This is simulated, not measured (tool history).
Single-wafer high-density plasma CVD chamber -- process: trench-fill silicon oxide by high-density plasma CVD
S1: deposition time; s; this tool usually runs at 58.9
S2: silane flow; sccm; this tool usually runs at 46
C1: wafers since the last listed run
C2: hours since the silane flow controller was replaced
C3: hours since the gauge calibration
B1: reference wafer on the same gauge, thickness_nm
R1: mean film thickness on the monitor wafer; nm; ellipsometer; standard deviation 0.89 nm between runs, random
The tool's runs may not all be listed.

run    hour    S1  S2    C1      C2      C3       B1       R1
  1       0  58.9  52     0  1729.6    1274  224.905  307.808
  2    70.3  58.9  52  1132  1799.9  1344.3  224.976  306.543
  3   127.6  50.7  42   922  1857.2  1401.6  225.037  215.628
  4   152.3  58.9  46   397  1881.9  1426.3  225.029  272.968
  5   200.2  58.9  46   771  1929.8  1474.2  225.052  273.535
  6   237.9  58.9  46   607  1967.5  1511.9  224.839  273.653
  7     391  62.9  41  2465  2120.6    1665  224.982  264.499
  8   436.3  62.9  41   729  2165.9  1710.3  225.044  263.402
  9   480.6  58.9  46   713  2210.2  1754.6  224.918  274.895
 10   528.2  58.9  46   766  2257.8  1802.2  225.082  273.936
 11   589.2  61.7  46   982  2318.8  1863.2  225.033  286.445
 12   631.7  61.7  46   684  2361.3  1905.7  224.926  286.292
      662.8  -- silane flow controller replaced
 13   667.2  61.7  46   442     4.4  1941.2  225.012  276.727
      722.6  -- gauge calibrated
 14     729  58.9  43   995    66.2     6.4   225.16  248.008
 15   780.3  51.7  42   826   117.5    57.7  225.008  214.201
 16   835.5  58.9  46   888   172.7   112.9  224.953  266.092
 17   884.6  58.9  46   790   221.8     162  224.974   267.35
 18   947.8  63.4  40  1017     285   225.2  224.987  253.006
 19     989  63.4  40   663   326.2   266.4   225.01  253.484
 20  1031.2  58.9  46   679   368.4   308.6  225.069  268.599
 21  1102.3  67.9  51  1144   439.5   379.7  225.143  344.167
 22  1169.5  47.4  41  1082   506.7   446.9  224.877   195.78
 23  1201.9  51.9  46   521   539.1   479.3  224.953  238.119
 24  1246.4  67.7  42   716   583.6   523.8  224.908  284.856
 25  1284.7    55  46   616   621.9   562.1  225.057  252.152
 26  1325.5  51.1  46   657   662.7   602.9  225.059  235.237
 27  1538.3  52.7  52  3426   875.5   815.7  224.993  271.344
 28  1573.9  49.4  37   573   911.1   851.3  225.016  186.711
 29  1616.4  58.9  43   684   953.6   893.8   224.92  256.581
 30  1684.5  48.8  43  1096  1021.7   961.9  224.972  213.149
 31  1750.3    66  46  1059  1087.5  1027.7  225.055  305.947
 32  1803.6  67.7  38   858  1140.8    1081  224.983    264.6
 33  1864.4  58.9  46   979  1201.6  1141.8    224.9  272.164
 34  1933.4  69.3  52  1111  1270.6  1210.8  225.195  363.794
 35  1981.4  58.9  46   772  1318.6  1258.8  225.131  273.543
 36  2045.1  58.9  49  1025  1382.3  1322.5  224.862  290.495
 37  2103.3  58.9  46   937  1440.5  1380.7   224.93  274.141
 38  2173.2  70.6  52  1125  1510.4  1450.6  225.045  367.423

Subtracting, for every run, the result it would have given without the tool's unlogged condition from the measured result gives the following. The same run-to-run variation enters both numbers; the gauge's scatter may not:
The hidden state here: delivered silane flow above the setpoint (%); gauge reads high (%).
run       R1
  1  +10.143
  2  +10.232
  3   +7.267
  4   +9.236
  5   +9.322
  6   +9.376
  7   +9.235
  8   +9.242
  9   +9.688
 10   +9.698
 11  +10.197
 12  +10.227
 13   -1.083
 14   -0.071
 15   +0.536
 16   +1.408
 17   +2.032
 18   +2.619
 19   +3.048
 20   +3.665
 21   +5.566
 22   +3.594
 23   +4.605
 24   +5.874
 25   +5.463
 26   +5.346
 27   +7.436
 28    +5.24
 29   +7.395
 30   +6.383
 31   +9.466
 32   +8.384
 33   +8.838
 34  +12.114
 35   +9.254
 36  +10.018
 37   +9.606
 38    +13.1
